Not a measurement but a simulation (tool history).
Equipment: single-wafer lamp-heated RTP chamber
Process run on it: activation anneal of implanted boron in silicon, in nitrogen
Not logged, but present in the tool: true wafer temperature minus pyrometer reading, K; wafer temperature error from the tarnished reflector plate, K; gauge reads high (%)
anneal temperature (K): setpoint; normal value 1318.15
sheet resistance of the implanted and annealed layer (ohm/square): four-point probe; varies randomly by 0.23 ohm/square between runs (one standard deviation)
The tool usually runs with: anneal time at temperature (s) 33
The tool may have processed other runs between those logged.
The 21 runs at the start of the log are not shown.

| run | hour | anneal temperature (K) | anneal time at temperature (s) | wafers since the last listed run | wafers since the last pyrometer calibration | wafers since the reflector plate was cleaned | hours since the gauge calibration | read-back reference wafer on the same gauge, sheet resistance | sheet resistance of the implanted and annealed layer (ohm/square) |
|---|---|---|---|---|---|---|---|---|---|
| 22 | 731.0 | 1295.15 | 38 | 248 | 948 | 1888 | 279.9 | 87.11 | 95.34 |
| 23 | 745.0 | 1318.15 | 46 | 128 | 1076 | 2017 | 293.9 | 86.96 | 90.13 |
| 24 | 767.9 | 1340.15 | 49 | 210 | 1287 | 2227 | 316.8 | 87.00 | 87.16 |
| 25 | 788.2 | 1318.15 | 33 | 186 | 1473 | 2413 | 337.1 | 86.98 | 91.58 |
| 26 | 804.8 | 1318.15 | 33 | 152 | 1625 | 2566 | 353.7 | 87.05 | 91.17 |
| 27 | 826.6 | 1291.15 | 16 | 200 | 1826 | 2766 | 375.5 | 86.98 | 98.99 |
| 28 | 851.4 | 1293.15 | 33 | 227 | 2053 | 2994 | 400.3 | 87.00 | 95.64 |
| 29 | 887.2 | 1318.15 | 16 | 328 | 2382 | 3322 | 436.1 | 87.02 | 93.90 |
| 30 | 909.2 | 1318.15 | 33 | 202 | 2584 | 3524 | 458.1 | 87.05 | 91.10 |
| 31 | 930.8 | 1291.15 | 41 | 198 | 2782 | 3723 | 479.7 | 87.01 | 94.98 |
| 32 | 964.5 | 1343.15 | 24 | 309 | 3092 | 4032 | 513.4 | 87.02 | 89.28 |
| 33 | 987.8 | 1342.15 | 13 | 213 | 3306 | 4246 | 536.7 | 87.01 | 91.63 |
| 34 | 1001.9 | 1318.15 | 33 | 129 | 3435 | 4376 | 550.8 | 86.99 | 90.97 |
| 35 | 1024.4 | 1297.15 | 45 | 206 | 3642 | 4582 | 573.3 | 86.95 | 92.92 |
| 36 | 1037.9 | 1327.15 | 20 | 123 | 3766 | 4706 | 586.8 | 86.92 | 91.39 |

Consider 5 possible next runs. They are alternatives, not a sequence: every one starts from the tool as it was left by run 36. What does each give?
| A | 1038.3 | 1318.15 | 33 | 3 | 3770 | 4710 | 587.2 | ? | ? |
| B | 1038.3 | 1294.15 | 38 | 3 | 3770 | 4710 | 587.2 | ? | ? |
| C | 1038.3 | 1290.15 | 38 | 3 | 3770 | 4710 | 587.2 | ? | ? |
| D | 1038.3 | 1326.15 | 33 | 3 | 3770 | 4710 | 587.2 | ? | ? |
| E | 1038.3 | 1326.15 | 39 | 3 | 3770 | 4710 | 587.2 | ? | ? |

| run | read-back reference wafer on the same gauge, sheet resistance | sheet resistance of the implanted and annealed layer (ohm/square) |
|---|---|---|
| A | 87.02 | 90.50 |
| B | 87.02 | 93.99 |
| C | 87.02 | 94.79 |
| D | 87.02 | 89.43 |
| E | 87.02 | 88.80 |
With no hidden state in the tool, these same runs would have given:
| run | sheet resistance of the implanted and annealed layer (ohm/square) |
|---|---|
| A | 91.96 |
| B | 95.98 |
| C | 96.88 |
| D | 90.73 |
| E | 90.09 |
